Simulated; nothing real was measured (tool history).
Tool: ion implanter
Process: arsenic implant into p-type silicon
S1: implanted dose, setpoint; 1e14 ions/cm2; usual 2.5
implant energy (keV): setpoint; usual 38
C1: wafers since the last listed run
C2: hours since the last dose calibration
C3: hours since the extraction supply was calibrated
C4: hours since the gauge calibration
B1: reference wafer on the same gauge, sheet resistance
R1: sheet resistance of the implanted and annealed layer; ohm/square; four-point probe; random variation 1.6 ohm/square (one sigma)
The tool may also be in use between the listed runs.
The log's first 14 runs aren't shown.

At hour 716.5: Faraday cup replaced and dose calibrated.
Run 15, hour 732.8: usual settings but S1 1.96 1e14 ions/cm2; C1 319; C2 16.3; C3 2697.6; C4 1460.2; B1 297.28. Result: R1 415.07 ohm/square.
Run 16, hour 779.6: usual settings; C1 732; C2 63.1; C3 2744.4; C4 1507; B1 297.57. Result: R1 348.3 ohm/square.
At hour 818.7: gauge calibrated.
Run 17, hour 894.3: usual settings but S1 2.92 1e14 ions/cm2, implant energy (keV) 46.5; C1 1795; C2 177.8; C3 2859.1; C4 75.6; B1 297.23. Result: R1 308.14 ohm/square.
Run 18, hour 940.7: usual settings but S1 2.17 1e14 ions/cm2, implant energy (keV) 45; C1 726; C2 224.2; C3 2905.5; C4 122; B1 297.33. Result: R1 379.56 ohm/square.
Run 19, hour 1006.3: usual settings but S1 2.19 1e14 ions/cm2, implant energy (keV) 26.5; C1 1026; C2 289.8; C3 2971.1; C4 187.6; B1 297.27. Result: R1 409.94 ohm/square.
At hour 1063.3: extraction supply calibrated.
Run 20, hour 1063.8: usual settings but S1 1.96 1e14 ions/cm2; C1 774; C2 347.3; C3 0.5; C4 245.1; B1 297.22. Result: R1 421.19 ohm/square.
Run 21, hour 1086: usual settings; C1 347; C2 369.5; C3 22.7; C4 267.3; B1 296.92. Result: R1 354.37 ohm/square.
Run 22, hour 1124.7: usual settings; C1 605; C2 408.2; C3 61.4; C4 306; B1 296.54. Result: R1 351.42 ohm/square.
Run 23, hour 1192: usual settings but S1 3.14 1e14 ions/cm2, implant energy (keV) 28.5; C1 1053; C2 475.5; C3 128.7; C4 373.3; B1 297.64. Result: R1 312.36 ohm/square.
At hour 1223.5: Faraday cup replaced and dose calibrated.
Run 24, hour 1261.2: usual settings but S1 1.99 1e14 ions/cm2, implant energy (keV) 43.5; C1 957; C2 37.7; C3 197.9; C4 442.5; B1 297.04. Result: R1 398.8 ohm/square.
Run 25, hour 1312.3: usual settings; C1 799; C2 88.8; C3 249; C4 493.6; B1 297.19. Result: R1 347.66 ohm/square.
Run 26, hour 1346.8: usual settings but implant energy (keV) 45.5; C1 539; C2 123.3; C3 283.5; C4 528.1; B1 297.32. Result: R1 343.69 ohm/square.
Run 27, hour 1457.4: usual settings but S1 3.2 1e14 ions/cm2, implant energy (keV) 31.5; C1 1730; C2 233.9; C3 394.1; C4 638.7; B1 296.96. Result: R1 299.62 ohm/square.
Run 28, hour 1491.8: usual settings but S1 2.02 1e14 ions/cm2, implant energy (keV) 47; C1 538; C2 268.3; C3 428.5; C4 673.1; B1 296.99. Result: R1 396.53 ohm/square.
Run 29, hour 1525.6: usual settings but S1 2.89 1e14 ions/cm2, implant energy (keV) 51.5; C1 528; C2 302.1; C3 462.3; C4 706.9; B1 296.65. Result: R1 304.33 ohm/square.
Run 30, hour 1595.3: usual settings; C1 1090; C2 371.8; C3 532; C4 776.6; B1 296.83. Result: R1 352.12 ohm/square.
Run 31, hour 1655.8: usual settings but S1 2.23 1e14 ions/cm2, implant energy (keV) 49; C1 946; C2 432.3; C3 592.5; C4 837.1; B1 297.21. Result: R1 371.3 ohm/square.
Run 32, hour 1708.3: usual settings but S1 2.2 1e14 ions/cm2, implant energy (keV) 32.5; C1 821; C2 484.8; C3 645; C4 889.6; B1 296.51. Result: R1 398.09 ohm/square.

Forecast each of these 4 alternatives for the next run:
Run A, hour 1708.7: usual settings but S1 3.03 1e14 ions/cm2; C1 6; C2 485.2; C3 645.4; C4 890; B1 ?. Result: R1 ?.
Run B, hour 1708.7: usual settings but S1 3.02 1e14 ions/cm2; C1 6; C2 485.2; C3 645.4; C4 890; B1 ?. Result: R1 ?.
Run C, hour 1708.7: usual settings but S1 2.93 1e14 ions/cm2, implant energy (keV) 26.5; C1 6; C2 485.2; C3 645.4; C4 890; B1 ?. Result: R1 ?.
Run D, hour 1708.7: usual settings but S1 2.78 1e14 ions/cm2, implant energy (keV) 44.5; C1 6; C2 485.2; C3 645.4; C4 890; B1 ?. Result: R1 ?.

run      B1      R1
  A  297.07     306
  B  297.07  306.74
  C  297.07  330.96
  D  297.07  317.87
Without the tool's hidden state the same runs would have given:
run      R1
  A  299.38
  B  300.11
  C  323.73
  D  311.07

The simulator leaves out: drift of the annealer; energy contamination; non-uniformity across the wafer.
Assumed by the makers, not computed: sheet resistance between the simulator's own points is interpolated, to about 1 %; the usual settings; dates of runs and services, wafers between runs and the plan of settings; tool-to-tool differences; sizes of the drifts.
